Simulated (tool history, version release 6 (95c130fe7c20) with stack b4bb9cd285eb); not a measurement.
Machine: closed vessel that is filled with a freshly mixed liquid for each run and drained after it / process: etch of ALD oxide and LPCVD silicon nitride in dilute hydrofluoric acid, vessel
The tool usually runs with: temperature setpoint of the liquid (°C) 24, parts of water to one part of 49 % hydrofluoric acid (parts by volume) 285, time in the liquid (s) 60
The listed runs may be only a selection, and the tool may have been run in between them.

run,hour,temperature setpoint of the liquid (°C),parts of water to one part of 49 % hydrofluoric acid (parts by volume),time in the liquid (s),"read-back film thickness of the ALD oxide reference wafer, read on the same gauge (nm)",thickness taken off the ALD oxide on a monitor wafer (Å)
1,0,24,175,60,99.94,121
2,28.5,24,285,45,100,49.4
# hour 58.4: hydrofluoric acid flow meter replaced
3,81,24,285,45,99.97,47.4
4,110.2,24,285,45,100,47.3
5,160.5,24,165,45,99.97,93.8
6,194.6,27,285,95,100.04,111.5
7,240.3,24,285,60,100,63.8
8,287.3,22.5,285,30,100,30.3
9,330.4,20,375,30,100.03,19.5
# hour 336: gauge calibrated
10,383.7,24,285,85,99.95,91.1
11,413.3,24,285,75,99.97,81
12,470.7,24,285,95,99.98,102.3
# hour 473.9: thermometer replaced
13,541.9,24,400,40,100,26.5
14,606.8,24,285,85,99.98,88
15,651.7,24,360,85,99.98,65.2
16,692.3,21,245,60,100.01,68.3
17,735.2,24,285,60,99.94,62.6
18,787,28,165,90,99.97,213.9
19,854.9,24,285,60,100,63.3
20,905.3,24,285,40,99.97,42.3
21,953.3,24,195,60,100.01,102.5
22,1004.8,24,205,60,100.02,96.8
# hour 1009.7: hydrofluoric acid flow meter replaced
23,1071.6,24,285,35,100.01,35.7
24,1138.7,29,285,30,99.99,36.8
25,1290.5,24,285,60,99.98,62.3

Here are 5 independent what-if runs from the current tool condition. What would each one return?
A,1291.2,19,285,60,?,?
B,1291.2,27.5,155,75,?,?
C,1291.2,27.5,415,80,?,?
D,1291.2,20.5,345,30,?,?
E,1291.2,28.5,340,90,?,?

run,"read-back film thickness of the ALD oxide reference wafer, read on the same gauge (nm)",thickness taken off the ALD oxide on a monitor wafer (Å)
A,99.99,52.3
B,99.99,188
C,99.99,56.7
D,99.99,21.6
E,99.99,86.5
With the hidden condition removed and each run's random variation left untouched, the same runs would have given:
run,thickness taken off the ALD oxide on a monitor wafer (Å)
A,50.5
B,181.7
C,54.8
D,20.9
E,83.6
